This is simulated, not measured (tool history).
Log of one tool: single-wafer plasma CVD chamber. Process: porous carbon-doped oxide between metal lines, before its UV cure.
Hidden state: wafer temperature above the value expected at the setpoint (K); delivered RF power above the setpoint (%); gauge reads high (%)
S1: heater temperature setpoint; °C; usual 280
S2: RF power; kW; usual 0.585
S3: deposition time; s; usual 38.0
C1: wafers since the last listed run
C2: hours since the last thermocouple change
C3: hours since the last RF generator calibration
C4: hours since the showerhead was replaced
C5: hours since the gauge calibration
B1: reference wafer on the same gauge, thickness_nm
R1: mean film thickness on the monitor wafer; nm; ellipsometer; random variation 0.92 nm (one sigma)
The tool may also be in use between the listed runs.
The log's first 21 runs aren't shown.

run,day,S1,S2,S3,C1,C2,C3,C4,C5,B1,R1
22,60.383,280,0.585,38.0,820,908.1,2656.7,5038.3,312.1,241.964,231.288
# day 60.812: showerhead replaced
23,62.483,280,0.585,38.0,586,958.5,2707.1,40.1,362.5,241.958,231.697
# day 67.700: RF generator calibrated
# day 69.246: thermocouple changed; heater temperature recalibrated
24,75.629,280,0.585,31.8,4144,153.2,190.3,355.6,678.0,241.807,196.933
25,78.433,280,0.675,35.4,931,220.5,257.6,422.9,745.3,241.993,230.805
26,81.038,276,0.635,31.9,864,283.0,320.1,485.4,807.8,241.844,207.897
27,84.050,280,0.585,38.0,1000,355.3,392.4,557.7,880.1,241.923,233.446
28,85.808,291,0.640,44.3,583,397.5,434.6,599.9,922.3,242.168,262.981
29,89.254,280,0.490,34.0,1144,480.2,517.3,682.6,1005.0,242.022,196.027
30,91.325,280,0.585,30.6,687,529.9,567.0,732.3,1054.7,242.095,188.809
31,95.454,275,0.585,38.0,1371,629.0,666.1,831.4,1153.8,242.041,238.491
32,97.012,285,0.635,34.7,517,666.4,703.5,868.8,1191.2,242.059,214.678
33,99.683,290,0.585,38.0,887,730.5,767.6,932.9,1255.3,242.265,218.367
34,103.888,280,0.585,38.0,1396,831.4,868.5,1033.8,1356.2,242.030,231.243

Forecast each of these 4 alternatives for the next run:
A,103.904,280,0.585,38.0,5,831.8,868.9,1034.2,1356.6,?,?
B,103.904,280,0.585,35.9,5,831.8,868.9,1034.2,1356.6,?,?
C,103.904,266,0.680,38.0,5,831.8,868.9,1034.2,1356.6,?,?
D,103.904,286,0.500,40.4,5,831.8,868.9,1034.2,1356.6,?,?

run,B1,R1
A,242.004,230.654
B,242.004,218.233
C,242.004,265.043
D,242.004,223.421
Without the tool's hidden state the same runs would have given:
run,R1
A,234.994
B,222.340
C,270.310
D,227.546

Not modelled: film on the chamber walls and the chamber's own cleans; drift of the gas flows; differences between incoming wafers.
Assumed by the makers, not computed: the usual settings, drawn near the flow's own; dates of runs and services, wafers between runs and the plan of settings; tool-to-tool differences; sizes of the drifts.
